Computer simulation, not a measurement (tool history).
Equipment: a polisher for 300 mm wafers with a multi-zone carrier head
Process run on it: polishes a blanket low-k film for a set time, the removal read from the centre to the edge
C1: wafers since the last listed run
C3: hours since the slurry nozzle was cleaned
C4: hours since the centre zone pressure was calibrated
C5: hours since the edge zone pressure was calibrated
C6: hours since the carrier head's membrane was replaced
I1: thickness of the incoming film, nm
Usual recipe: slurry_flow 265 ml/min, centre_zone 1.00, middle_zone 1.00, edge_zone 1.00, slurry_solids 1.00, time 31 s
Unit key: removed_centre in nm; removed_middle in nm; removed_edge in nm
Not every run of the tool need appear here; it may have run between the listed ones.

{"run": 1, "hour": 0.0, "slurry_flow": 265, "centre_zone": 1.0, "middle_zone": 1.0, "edge_zone": 1.0, "slurry_solids": 1.0, "time": 31, "C1": 0, "wafers polished on this pad": 481, "C3": 258.0, "C4": 401.9, "C5": 1206.0, "C6": 844.4, "I1": 541.5, "removed_centre": 8.8, "removed_middle": 9.6, "removed_edge": 9.6}
{"run": 2, "hour": 12.0, "slurry_flow": 265, "centre_zone": 1.0, "middle_zone": 1.0, "edge_zone": 1.0, "slurry_solids": 1.0, "time": 31, "C1": 168, "wafers polished on this pad": 650, "C3": 270.0, "C4": 413.9, "C5": 1218.0, "C6": 856.4, "I1": 540.8, "removed_centre": 8.8, "removed_middle": 9.4, "removed_edge": 9.7}
{"run": 3, "hour": 18.5, "slurry_flow": 265, "centre_zone": 1.0, "middle_zone": 1.0, "edge_zone": 1.0, "slurry_solids": 1.0, "time": 31, "C1": 91, "wafers polished on this pad": 741, "C3": 276.5, "C4": 420.4, "C5": 1224.5, "C6": 862.9, "I1": 533.6, "removed_centre": 8.8, "removed_middle": 9.5, "removed_edge": 9.7}
{"hour": 28.9, "done": "worn pad replaced by a new one"}
{"run": 4, "hour": 35.5, "slurry_flow": 215, "centre_zone": 1.0, "middle_zone": 1.0, "edge_zone": 1.0, "slurry_solids": 1.0, "time": 31, "C1": 182, "wafers polished on this pad": 92, "C3": 293.5, "C4": 437.4, "C5": 1241.5, "C6": 879.9, "I1": 541.6, "removed_centre": 8.4, "removed_middle": 9.3, "removed_edge": 9.5}
{"run": 5, "hour": 43.8, "slurry_flow": 215, "centre_zone": 1.0, "middle_zone": 1.0, "edge_zone": 1.0, "slurry_solids": 1.0, "time": 31, "C1": 116, "wafers polished on this pad": 208, "C3": 301.8, "C4": 445.7, "C5": 1249.8, "C6": 888.2, "I1": 530.1, "removed_centre": 8.6, "removed_middle": 9.3, "removed_edge": 9.5}
{"run": 6, "hour": 60.9, "slurry_flow": 265, "centre_zone": 1.0, "middle_zone": 1.0, "edge_zone": 1.0, "slurry_solids": 1.0, "time": 31, "C1": 239, "wafers polished on this pad": 448, "C3": 318.9, "C4": 462.8, "C5": 1266.9, "C6": 905.3, "I1": 533.7, "removed_centre": 8.7, "removed_middle": 9.4, "removed_edge": 9.6}
{"run": 7, "hour": 74.2, "slurry_flow": 265, "centre_zone": 1.0, "middle_zone": 1.0, "edge_zone": 1.0, "slurry_solids": 1.0, "time": 31, "C1": 186, "wafers polished on this pad": 634, "C3": 332.2, "C4": 476.1, "C5": 1280.2, "C6": 918.6, "I1": 536.2, "removed_centre": 8.7, "removed_middle": 9.6, "removed_edge": 9.5}
{"run": 8, "hour": 84.3, "slurry_flow": 265, "centre_zone": 1.0, "middle_zone": 1.0, "edge_zone": 1.0, "slurry_solids": 1.0, "time": 31, "C1": 141, "wafers polished on this pad": 776, "C3": 342.3, "C4": 486.2, "C5": 1290.3, "C6": 928.7, "I1": 532.6, "removed_centre": 8.9, "removed_middle": 9.5, "removed_edge": 9.7}
{"hour": 88.6, "done": "worn pad replaced by a new one"}
{"hour": 123.6, "done": "centre zone pressure recalibrated"}
{"hour": 136.3, "done": "carrier head's membrane replaced by a new one"}
{"hour": 137.5, "done": "worn pad replaced by a new one"}
{"run": 9, "hour": 138.0, "slurry_flow": 265, "centre_zone": 1.0, "middle_zone": 1.0, "edge_zone": 1.0, "slurry_solids": 1.0, "time": 31, "C1": 581, "wafers polished on this pad": 6, "C3": 396.0, "C4": 14.4, "C5": 1344.0, "C6": 1.7, "I1": 530.2, "removed_centre": 9.4, "removed_middle": 9.5, "removed_edge": 9.6}
{"run": 10, "hour": 144.7, "slurry_flow": 265, "centre_zone": 1.0, "middle_zone": 1.0, "edge_zone": 1.0, "slurry_solids": 1.0, "time": 31, "C1": 93, "wafers polished on this pad": 100, "C3": 402.7, "C4": 21.1, "C5": 1350.7, "C6": 8.4, "I1": 534.2, "removed_centre": 9.6, "removed_middle": 9.4, "removed_edge": 9.6}
{"hour": 150.5, "done": "slurry nozzle cleaned"}
{"run": 11, "hour": 153.0, "slurry_flow": 265, "centre_zone": 1.0, "middle_zone": 1.0, "edge_zone": 1.0, "slurry_solids": 1.0, "time": 31, "C1": 102, "wafers polished on this pad": 202, "C3": 2.5, "C4": 29.4, "C5": 1359.0, "C6": 16.7, "I1": 536.2, "removed_centre": 9.6, "removed_middle": 9.6, "removed_edge": 9.7}
{"run": 12, "hour": 163.7, "slurry_flow": 265, "centre_zone": 1.0, "middle_zone": 1.0, "edge_zone": 1.0, "slurry_solids": 1.0, "time": 31, "C1": 149, "wafers polished on this pad": 352, "C3": 13.2, "C4": 40.1, "C5": 1369.7, "C6": 27.4, "I1": 539.6, "removed_centre": 9.4, "removed_middle": 9.5, "removed_edge": 9.7}
{"hour": 166.9, "done": "edge zone pressure recalibrated"}
{"run": 13, "hour": 172.3, "slurry_flow": 265, "centre_zone": 1.0, "middle_zone": 0.92, "edge_zone": 1.0, "slurry_solids": 1.0, "time": 31, "C1": 92, "wafers polished on this pad": 445, "C3": 21.8, "C4": 48.7, "C5": 5.4, "C6": 36.0, "I1": 538.4, "removed_centre": 9.4, "removed_middle": 8.9, "removed_edge": 9.6}
{"run": 14, "hour": 183.7, "slurry_flow": 265, "centre_zone": 1.06, "middle_zone": 1.0, "edge_zone": 1.0, "slurry_solids": 1.0, "time": 40, "C1": 159, "wafers polished on this pad": 604, "C3": 33.2, "C4": 60.1, "C5": 16.8, "C6": 47.4, "I1": 538.3, "removed_centre": 12.5, "removed_middle": 12.2, "removed_edge": 12.4}
{"hour": 196.4, "done": "worn pad replaced by a new one"}
{"run": 15, "hour": 200.4, "slurry_flow": 265, "centre_zone": 1.0, "middle_zone": 1.0, "edge_zone": 1.0, "slurry_solids": 1.2, "time": 20, "C1": 177, "wafers polished on this pad": 56, "C3": 49.9, "C4": 76.8, "C5": 33.5, "C6": 64.1, "I1": 543.9, "removed_centre": 6.5, "removed_middle": 6.7, "removed_edge": 6.9}
{"run": 16, "hour": 211.3, "slurry_flow": 265, "centre_zone": 1.0, "middle_zone": 1.0, "edge_zone": 1.0, "slurry_solids": 1.0, "time": 21, "C1": 152, "wafers polished on this pad": 209, "C3": 60.8, "C4": 87.7, "C5": 44.4, "C6": 75.0, "I1": 539.8, "removed_centre": 6.3, "removed_middle": 6.4, "removed_edge": 6.5}
{"run": 17, "hour": 218.6, "slurry_flow": 265, "centre_zone": 1.0, "middle_zone": 0.95, "edge_zone": 0.94, "slurry_solids": 1.0, "time": 31, "C1": 102, "wafers polished on this pad": 311, "C3": 68.1, "C4": 95.0, "C5": 51.7, "C6": 82.3, "I1": 546.1, "removed_centre": 9.1, "removed_middle": 9.1, "removed_edge": 9.4}
{"run": 18, "hour": 233.2, "slurry_flow": 265, "centre_zone": 1.0, "middle_zone": 1.0, "edge_zone": 1.0, "slurry_solids": 1.0, "time": 21, "C1": 204, "wafers polished on this pad": 516, "C3": 82.7, "C4": 109.6, "C5": 66.3, "C6": 96.9, "I1": 543.3, "removed_centre": 6.2, "removed_middle": 6.4, "removed_edge": 6.6}
{"hour": 246.5, "done": "worn pad replaced by a new one"}
{"run": 19, "hour": 247.0, "slurry_flow": 185, "centre_zone": 1.05, "middle_zone": 1.0, "edge_zone": 0.89, "slurry_solids": 1.0, "time": 37, "C1": 137, "wafers polished on this pad": 7, "C3": 96.5, "C4": 123.4, "C5": 80.1, "C6": 110.7, "I1": 539.2, "removed_centre": 10.8, "removed_middle": 10.8, "removed_edge": 10.8}
{"run": 20, "hour": 254.9, "slurry_flow": 265, "centre_zone": 1.0, "middle_zone": 1.0, "edge_zone": 1.0, "slurry_solids": 1.0, "time": 21, "C1": 110, "wafers polished on this pad": 117, "C3": 104.4, "C4": 131.3, "C5": 88.0, "C6": 118.6, "I1": 540.4, "removed_centre": 6.2, "removed_middle": 6.5, "removed_edge": 6.5}
{"run": 21, "hour": 278.6, "slurry_flow": 315, "centre_zone": 1.0, "middle_zone": 1.1, "edge_zone": 1.07, "slurry_solids": 0.75, "time": 31, "C1": 332, "wafers polished on this pad": 450, "C3": 128.1, "C4": 155.0, "C5": 111.7, "C6": 142.3, "I1": 532.2, "removed_centre": 7.6, "removed_middle": 8.8, "removed_edge": 8.4}
{"run": 22, "hour": 285.4, "slurry_flow": 265, "centre_zone": 1.12, "middle_zone": 1.0, "edge_zone": 1.0, "slurry_solids": 1.0, "time": 31, "C1": 95, "wafers polished on this pad": 545, "C3": 134.9, "C4": 161.8, "C5": 118.5, "C6": 149.1, "I1": 551.1, "removed_centre": 9.8, "removed_middle": 9.6, "removed_edge": 9.5}

Predict each of these 3 candidate next runs independently; none follows another, all start after run 22:
{"run": "A", "hour": 285.8, "slurry_flow": 265, "centre_zone": 1.0, "middle_zone": 1.0, "edge_zone": 1.0, "slurry_solids": 1.0, "time": 31, "C1": 5, "wafers polished on this pad": 551, "C3": 135.3, "C4": 162.2, "C5": 118.9, "C6": 149.5, "I1": 541.2, "removed_centre": "?", "removed_middle": "?", "removed_edge": "?"}
{"run": "B", "hour": 285.8, "slurry_flow": 185, "centre_zone": 1.0, "middle_zone": 1.0, "edge_zone": 1.0, "slurry_solids": 1.15, "time": 31, "C1": 5, "wafers polished on this pad": 551, "C3": 135.3, "C4": 162.2, "C5": 118.9, "C6": 149.5, "I1": 541.2, "removed_centre": "?", "removed_middle": "?", "removed_edge": "?"}
{"run": "C", "hour": 285.8, "slurry_flow": 225, "centre_zone": 1.0, "middle_zone": 0.9, "edge_zone": 0.95, "slurry_solids": 1.0, "time": 40, "C1": 5, "wafers polished on this pad": 551, "C3": 135.3, "C4": 162.2, "C5": 118.9, "C6": 149.5, "I1": 541.2, "removed_centre": "?", "removed_middle": "?", "removed_edge": "?"}

run=A removed_centre=9.0 removed_middle=9.6 removed_edge=9.6
run=B removed_centre=9.3 removed_middle=10.0 removed_edge=10.1
run=C removed_centre=11.4 removed_middle=11.2 removed_edge=11.9
What these runs would have given with no unlogged condition in the tool:
run=A removed_centre=9.5 removed_middle=9.6 removed_edge=9.6
run=B removed_centre=9.9 removed_middle=10.0 removed_edge=10.1
run=C removed_centre=12.0 removed_middle=11.2 removed_edge=11.9
